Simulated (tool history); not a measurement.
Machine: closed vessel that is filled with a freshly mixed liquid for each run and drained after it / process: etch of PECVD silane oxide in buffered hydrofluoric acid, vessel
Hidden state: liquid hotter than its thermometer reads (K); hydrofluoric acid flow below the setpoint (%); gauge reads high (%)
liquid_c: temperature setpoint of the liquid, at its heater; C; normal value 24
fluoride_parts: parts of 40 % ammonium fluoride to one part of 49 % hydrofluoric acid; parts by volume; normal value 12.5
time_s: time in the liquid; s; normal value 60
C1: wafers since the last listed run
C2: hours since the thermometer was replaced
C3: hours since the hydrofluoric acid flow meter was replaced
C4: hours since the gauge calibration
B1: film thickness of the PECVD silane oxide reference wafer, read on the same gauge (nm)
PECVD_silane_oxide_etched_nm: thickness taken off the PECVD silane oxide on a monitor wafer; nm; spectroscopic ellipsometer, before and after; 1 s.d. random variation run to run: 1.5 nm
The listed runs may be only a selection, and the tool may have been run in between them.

{"run": 1, "hour": 0.0, "liquid_c": 24, "fluoride_parts": 12.5, "time_s": 60, "C1": 0, "C2": 2351.9, "C3": 390.1, "C4": 520.3, "B1": 119.98, "PECVD_silane_oxide_etched_nm": 231.19}
{"run": 2, "hour": 37.8, "liquid_c": 24, "fluoride_parts": 12.5, "time_s": 60, "C1": 2417, "C2": 2389.7, "C3": 427.9, "C4": 558.1, "B1": 119.97, "PECVD_silane_oxide_etched_nm": 230.16}
{"run": 3, "hour": 84.3, "liquid_c": 24, "fluoride_parts": 12.5, "time_s": 60, "C1": 2974, "C2": 2436.2, "C3": 474.4, "C4": 604.6, "B1": 120.03, "PECVD_silane_oxide_etched_nm": 230.82}
{"run": 4, "hour": 147.5, "liquid_c": 21, "fluoride_parts": 14, "time_s": 60, "C1": 4042, "C2": 2499.4, "C3": 537.6, "C4": 667.8, "B1": 120, "PECVD_silane_oxide_etched_nm": 179.15}
{"run": 5, "hour": 190.7, "liquid_c": 21, "fluoride_parts": 14, "time_s": 60, "C1": 2763, "C2": 2542.6, "C3": 580.8, "C4": 711, "B1": 120.01, "PECVD_silane_oxide_etched_nm": 179.08}
{"run": 6, "hour": 281.1, "liquid_c": 24, "fluoride_parts": 15.5, "time_s": 50, "C1": 5782, "C2": 2633, "C3": 671.2, "C4": 801.4, "B1": 120.02, "PECVD_silane_oxide_etched_nm": 160.75}
{"hour": 310.2, "done": "thermometer replaced"}
{"run": 7, "hour": 333.0, "liquid_c": 24, "fluoride_parts": 15.5, "time_s": 50, "C1": 3255, "C2": 22.8, "C3": 723.1, "C4": 853.3, "B1": 119.99, "PECVD_silane_oxide_etched_nm": 136.92}
{"hour": 347.4, "done": "gauge calibrated"}
{"run": 8, "hour": 391.9, "liquid_c": 24, "fluoride_parts": 12.5, "time_s": 90, "C1": 3767, "C2": 81.7, "C3": 782, "C4": 44.5, "B1": 119.97, "PECVD_silane_oxide_etched_nm": 304.84}
{"run": 9, "hour": 485.4, "liquid_c": 26, "fluoride_parts": 12.5, "time_s": 60, "C1": 5980, "C2": 175.2, "C3": 875.5, "C4": 138, "B1": 120.02, "PECVD_silane_oxide_etched_nm": 228.29}
{"run": 10, "hour": 528.8, "liquid_c": 24, "fluoride_parts": 12.5, "time_s": 60, "C1": 2776, "C2": 218.6, "C3": 918.9, "C4": 181.4, "B1": 120.02, "PECVD_silane_oxide_etched_nm": 205.66}
{"hour": 536.2, "done": "hydrofluoric acid flow meter replaced"}
{"run": 11, "hour": 633.7, "liquid_c": 24, "fluoride_parts": 12.5, "time_s": 75, "C1": 6645, "C2": 323.5, "C3": 97.5, "C4": 286.3, "B1": 119.99, "PECVD_silane_oxide_etched_nm": 256.56}
{"run": 12, "hour": 674.4, "liquid_c": 27.5, "fluoride_parts": 12.5, "time_s": 60, "C1": 2603, "C2": 364.2, "C3": 138.2, "C4": 327, "B1": 120, "PECVD_silane_oxide_etched_nm": 250.81}
{"run": 13, "hour": 746.9, "liquid_c": 24, "fluoride_parts": 14, "time_s": 75, "C1": 4637, "C2": 436.7, "C3": 210.7, "C4": 399.5, "B1": 119.96, "PECVD_silane_oxide_etched_nm": 234.69}

Run 14, settings as shown, results not yet in. Your forecast:
{"run": 14, "hour": 789.3, "liquid_c": 27, "fluoride_parts": 9.5, "time_s": 60, "C1": 2712, "C2": 479.1, "C3": 253.1, "C4": 441.9, "B1": "?", "PECVD_silane_oxide_etched_nm": "?"}

Run 14 measured B1 120.02, PECVD_silane_oxide_etched_nm 315.53 nm.
On a tool with no hidden condition, and with the same random variation, this run would have come out at PECVD_silane_oxide_etched_nm 306.57 nm.
